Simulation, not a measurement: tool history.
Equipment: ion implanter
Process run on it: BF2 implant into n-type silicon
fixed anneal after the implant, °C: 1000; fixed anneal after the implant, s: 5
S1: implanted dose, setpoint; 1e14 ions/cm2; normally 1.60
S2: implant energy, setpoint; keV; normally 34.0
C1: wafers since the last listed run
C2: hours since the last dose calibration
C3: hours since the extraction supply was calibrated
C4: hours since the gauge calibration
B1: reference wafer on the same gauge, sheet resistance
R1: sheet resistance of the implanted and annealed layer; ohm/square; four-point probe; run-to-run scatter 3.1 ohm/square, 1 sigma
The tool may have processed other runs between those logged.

Run 1, hour 0.0: usual settings but S1 1.85 1e14 ions/cm2, S2 41.0 keV; C1 0; C2 962.6; C3 3956.0; C4 346.2; B1 783.28. Result: R1 589.15 ohm/square.
Run 2, hour 14.7: usual settings but S1 1.85 1e14 ions/cm2, S2 41.0 keV; C1 408; C2 977.3; C3 3970.7; C4 360.9; B1 784.46. Result: R1 585.81 ohm/square.
Run 3, hour 41.7: usual settings but S1 1.85 1e14 ions/cm2, S2 41.0 keV; C1 749; C2 1004.3; C3 3997.7; C4 387.9; B1 783.99. Result: R1 593.87 ohm/square.
Run 4, hour 62.0: usual settings; C1 563; C2 1024.6; C3 4018.0; C4 408.2; B1 783.53. Result: R1 671.64 ohm/square.
Run 5, hour 86.5: usual settings but S1 1.35 1e14 ions/cm2; C1 680; C2 1049.1; C3 4042.5; C4 432.7; B1 783.88. Result: R1 758.83 ohm/square.
Run 6, hour 145.1: usual settings but S1 1.26 1e14 ions/cm2, S2 30.5 keV; C1 1626; C2 1107.7; C3 4101.1; C4 491.3; B1 783.25. Result: R1 815.90 ohm/square.
Run 7, hour 176.2: usual settings but S2 38.5 keV; C1 863; C2 1138.8; C3 4132.2; C4 522.4; B1 784.61. Result: R1 655.18 ohm/square.
At hour 180.6: gauge calibrated.
At hour 184.5: Faraday cup replaced and dose calibrated.
Run 8, hour 203.1: usual settings but S2 38.5 keV; C1 524; C2 18.6; C3 4159.1; C4 22.5; B1 784.35. Result: R1 664.14 ohm/square.
Run 9, hour 225.8: usual settings; C1 630; C2 41.3; C3 4181.8; C4 45.2; B1 784.67. Result: R1 671.62 ohm/square.
Run 10, hour 261.6: usual settings but S1 1.87 1e14 ions/cm2; C1 993; C2 77.1; C3 4217.6; C4 81.0; B1 783.21. Result: R1 595.16 ohm/square.
Run 11, hour 287.7: usual settings; C1 724; C2 103.2; C3 4243.7; C4 107.1; B1 784.36. Result: R1 671.75 ohm/square.
Run 12, hour 340.7: usual settings but S1 1.80 1e14 ions/cm2, S2 37.5 keV; C1 1471; C2 156.2; C3 4296.7; C4 160.1; B1 783.90. Result: R1 602.73 ohm/square.
Run 13, hour 375.0: usual settings but S1 1.89 1e14 ions/cm2; C1 952; C2 190.5; C3 4331.0; C4 194.4; B1 784.35. Result: R1 589.63 ohm/square.
Run 14, hour 389.8: usual settings but S1 1.17 1e14 ions/cm2, S2 29.0 keV; C1 410; C2 205.3; C3 4345.8; C4 209.2; B1 782.93. Result: R1 878.63 ohm/square.
At hour 401.3: extraction supply calibrated.
Run 15, hour 411.5: usual settings but S1 1.44 1e14 ions/cm2, S2 45.5 keV; C1 380; C2 227.0; C3 10.2; C4 230.9; B1 784.58. Result: R1 702.16 ohm/square.
Run 16, hour 446.5: usual settings; C1 971; C2 262.0; C3 45.2; C4 265.9; B1 784.23. Result: R1 675.38 ohm/square.
Run 17, hour 467.0: usual settings but S1 1.85 1e14 ions/cm2, S2 30.0 keV; C1 569; C2 282.5; C3 65.7; C4 286.4; B1 783.76. Result: R1 605.28 ohm/square.
Run 18, hour 484.8: usual settings but S2 42.5 keV; C1 494; C2 300.3; C3 83.5; C4 304.2; B1 783.06. Result: R1 652.72 ohm/square.
Run 19, hour 512.8: usual settings; C1 777; C2 328.3; C3 111.5; C4 332.2; B1 783.56. Result: R1 669.00 ohm/square.

What the log doesn't show, run by run:
deviation of the true dose from the Faraday cup's reading, %: 0 at every run
deviation of the true energy from its setpoint, %: 0 at every run
gauge reads high (%): 0 at every run
